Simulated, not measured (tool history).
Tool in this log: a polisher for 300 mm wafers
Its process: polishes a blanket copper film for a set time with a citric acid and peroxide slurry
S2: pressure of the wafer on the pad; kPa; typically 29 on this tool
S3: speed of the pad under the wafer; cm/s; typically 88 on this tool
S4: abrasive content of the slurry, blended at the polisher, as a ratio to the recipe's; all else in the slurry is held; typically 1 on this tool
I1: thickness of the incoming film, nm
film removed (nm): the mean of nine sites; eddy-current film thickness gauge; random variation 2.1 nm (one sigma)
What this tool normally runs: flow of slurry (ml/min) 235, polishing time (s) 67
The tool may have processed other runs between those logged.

{"run": 1, "hour": 0.0, "flow of slurry (ml/min)": 235, "S2": 29, "S3": 88, "S4": 1, "polishing time (s)": 67, "I1": 519, "film removed (nm)": 158.3}
{"hour": 63.5, "done": "head pressure recalibrated"}
{"run": 2, "hour": 64.8, "flow of slurry (ml/min)": 235, "S2": 29, "S3": 88, "S4": 1, "polishing time (s)": 67, "I1": 517.4, "film removed (nm)": 152.7}
{"run": 3, "hour": 126.3, "flow of slurry (ml/min)": 235, "S2": 29, "S3": 88, "S4": 1, "polishing time (s)": 59, "I1": 516, "film removed (nm)": 132}
{"run": 4, "hour": 157.5, "flow of slurry (ml/min)": 235, "S2": 29, "S3": 88, "S4": 1, "polishing time (s)": 67, "I1": 516.9, "film removed (nm)": 152.7}
{"run": 5, "hour": 222.6, "flow of slurry (ml/min)": 235, "S2": 29, "S3": 88, "S4": 1.15, "polishing time (s)": 67, "I1": 512.6, "film removed (nm)": 158.3}
{"run": 6, "hour": 252.0, "flow of slurry (ml/min)": 235, "S2": 29, "S3": 88, "S4": 1.15, "polishing time (s)": 67, "I1": 516.1, "film removed (nm)": 157.7}
{"hour": 255.6, "done": "slurry blender recalibrated"}
{"run": 7, "hour": 303.6, "flow of slurry (ml/min)": 235, "S2": 29, "S3": 88, "S4": 1.15, "polishing time (s)": 67, "I1": 520.1, "film removed (nm)": 160}
{"run": 8, "hour": 351.9, "flow of slurry (ml/min)": 235, "S2": 29, "S3": 88, "S4": 1.1, "polishing time (s)": 82, "I1": 516.1, "film removed (nm)": 192.1}
{"hour": 391.6, "done": "worn pad replaced by a new one"}
{"run": 9, "hour": 400.1, "flow of slurry (ml/min)": 235, "S2": 29, "S3": 88, "S4": 1, "polishing time (s)": 67, "I1": 519.9, "film removed (nm)": 151.6}
{"run": 10, "hour": 454.3, "flow of slurry (ml/min)": 235, "S2": 29, "S3": 88, "S4": 1, "polishing time (s)": 67, "I1": 520.2, "film removed (nm)": 148.3}
{"hour": 463.6, "done": "slurry nozzle cleaned"}
{"run": 11, "hour": 503.0, "flow of slurry (ml/min)": 235, "S2": 29, "S3": 88, "S4": 1, "polishing time (s)": 67, "I1": 522.2, "film removed (nm)": 154.6}
{"run": 12, "hour": 548.0, "flow of slurry (ml/min)": 235, "S2": 29, "S3": 88, "S4": 1, "polishing time (s)": 67, "I1": 521.6, "film removed (nm)": 151.4}
{"run": 13, "hour": 574.6, "flow of slurry (ml/min)": 235, "S2": 19.3, "S3": 88, "S4": 1, "polishing time (s)": 67, "I1": 516.1, "film removed (nm)": 104.7}
{"run": 14, "hour": 639.0, "flow of slurry (ml/min)": 235, "S2": 29, "S3": 76, "S4": 0.8, "polishing time (s)": 67, "I1": 529.8, "film removed (nm)": 129.5}
{"hour": 660.4, "done": "slurry blender recalibrated"}
{"run": 15, "hour": 698.7, "flow of slurry (ml/min)": 235, "S2": 22.8, "S3": 88, "S4": 1, "polishing time (s)": 67, "I1": 525.2, "film removed (nm)": 125.5}
{"run": 16, "hour": 767.8, "flow of slurry (ml/min)": 235, "S2": 29, "S3": 88, "S4": 0.9, "polishing time (s)": 67, "I1": 517.9, "film removed (nm)": 157.1}
{"hour": 819.8, "done": "worn pad replaced by a new one"}
{"run": 17, "hour": 838.2, "flow of slurry (ml/min)": 235, "S2": 24.1, "S3": 88, "S4": 1.25, "polishing time (s)": 45, "I1": 526.4, "film removed (nm)": 98.7}
{"run": 18, "hour": 907.9, "flow of slurry (ml/min)": 235, "S2": 29, "S3": 88, "S4": 1, "polishing time (s)": 67, "I1": 520.8, "film removed (nm)": 164.2}
{"run": 19, "hour": 951.9, "flow of slurry (ml/min)": 235, "S2": 29, "S3": 88, "S4": 1, "polishing time (s)": 67, "I1": 522.5, "film removed (nm)": 168.8}
{"hour": 988.4, "done": "head pressure recalibrated"}
{"run": 20, "hour": 1013.0, "flow of slurry (ml/min)": 235, "S2": 29, "S3": 88, "S4": 1, "polishing time (s)": 76, "I1": 523.4, "film removed (nm)": 175.4}
{"hour": 1028.1, "done": "slurry blender recalibrated"}
{"run": 21, "hour": 1073.4, "flow of slurry (ml/min)": 235, "S2": 29, "S3": 88, "S4": 1, "polishing time (s)": 80, "I1": 526.1, "film removed (nm)": 176.8}
{"run": 22, "hour": 1102.2, "flow of slurry (ml/min)": 235, "S2": 29, "S3": 88, "S4": 1, "polishing time (s)": 67, "I1": 517.1, "film removed (nm)": 153.8}
{"run": 23, "hour": 1154.2, "flow of slurry (ml/min)": 310, "S2": 29, "S3": 88, "S4": 1, "polishing time (s)": 67, "I1": 520.6, "film removed (nm)": 157.4}
{"run": 24, "hour": 1208.6, "flow of slurry (ml/min)": 185, "S2": 29, "S3": 88, "S4": 0.8, "polishing time (s)": 67, "I1": 530.6, "film removed (nm)": 141.4}
{"hour": 1218.9, "done": "worn pad replaced by a new one"}
{"run": 25, "hour": 1268.3, "flow of slurry (ml/min)": 235, "S2": 29, "S3": 88, "S4": 1.2, "polishing time (s)": 48, "I1": 528.2, "film removed (nm)": 114.9}
{"run": 26, "hour": 1304.4, "flow of slurry (ml/min)": 235, "S2": 29, "S3": 88, "S4": 0.75, "polishing time (s)": 67, "I1": 521.1, "film removed (nm)": 140.2}

For run 27, what comes out?
{"run": 27, "hour": 1344.7, "flow of slurry (ml/min)": 235, "S2": 29, "S3": 88, "S4": 1, "polishing time (s)": 67, "I1": 519.2, "film removed (nm)": "?"}

{"run 27": {"film removed (nm)": 152.3}}
If the tool had no hidden condition, the same run with the same run-to-run variation would have returned film removed (nm) 149.9.

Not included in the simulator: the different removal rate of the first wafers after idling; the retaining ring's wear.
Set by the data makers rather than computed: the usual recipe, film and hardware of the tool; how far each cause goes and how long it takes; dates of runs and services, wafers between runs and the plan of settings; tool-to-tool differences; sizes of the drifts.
